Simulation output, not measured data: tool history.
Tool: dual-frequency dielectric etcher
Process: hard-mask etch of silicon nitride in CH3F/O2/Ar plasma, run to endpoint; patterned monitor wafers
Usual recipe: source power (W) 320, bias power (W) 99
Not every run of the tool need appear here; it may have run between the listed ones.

run,hour,source power (W),bias power (W),wafers since the last listed run,hours since the last wet clean,hours since the last source power generator calibration,hours since the last bias power generator calibration,hours since the last upper electrode change,"incoming incoming film thickness, nm",endpoint time (s)
1,0.0,320,99,0,336.3,4437.8,3077.0,5440.1,44.94,63.8
2,17.2,320,99,184,353.5,4455.0,3094.2,5457.3,44.92,63.7
3,29.9,320,93,136,366.2,4467.7,3106.9,5470.0,44.69,64.1
4,45.4,320,93,166,381.7,4483.2,3122.4,5485.5,44.76,64.3
# hour 66.9: source power generator calibrated
# hour 70.0: upper electrode replaced
5,70.5,320,93,193,406.8,3.6,3147.5,0.5,45.30,64.7
6,70.8,340,99,3,407.1,3.9,3147.8,0.8,44.69,61.3
# hour 83.6: bias power generator calibrated
7,85.2,340,99,111,421.5,18.3,1.6,15.2,45.16,61.9
8,96.6,250,86,122,432.9,29.7,13.0,26.6,44.88,75.0
# hour 121.0: wet clean of the chamber
9,121.5,280,99,9,0.5,54.6,37.9,51.5,45.26,71.1
10,121.9,320,99,4,0.9,55.0,38.3,51.9,44.83,65.4
11,132.5,400,118,113,11.5,65.6,48.9,62.5,45.03,56.4
12,143.0,290,99,112,22.0,76.1,59.4,73.0,45.18,69.2
13,150.0,250,112,75,29.0,83.1,66.4,80.0,45.19,73.6
14,165.5,320,99,166,44.5,98.6,81.9,95.5,45.21,65.9
15,182.7,380,99,184,61.7,115.8,99.1,112.7,44.97,59.4

Each row is a separate what-if for the run after 15, all from the same tool condition, not one after another. Results?
A,183.1,320,99,4,62.1,116.2,99.5,113.1,44.32,?
B,183.1,400,80,4,62.1,116.2,99.5,113.1,44.32,?
C,183.1,250,80,4,62.1,116.2,99.5,113.1,44.32,?

run,endpoint time (s)
A,64.2
B,59.3
C,76.8
With no hidden state in the tool, these same runs would have given:
run,endpoint time (s)
A,64.8
B,59.9
C,77.6
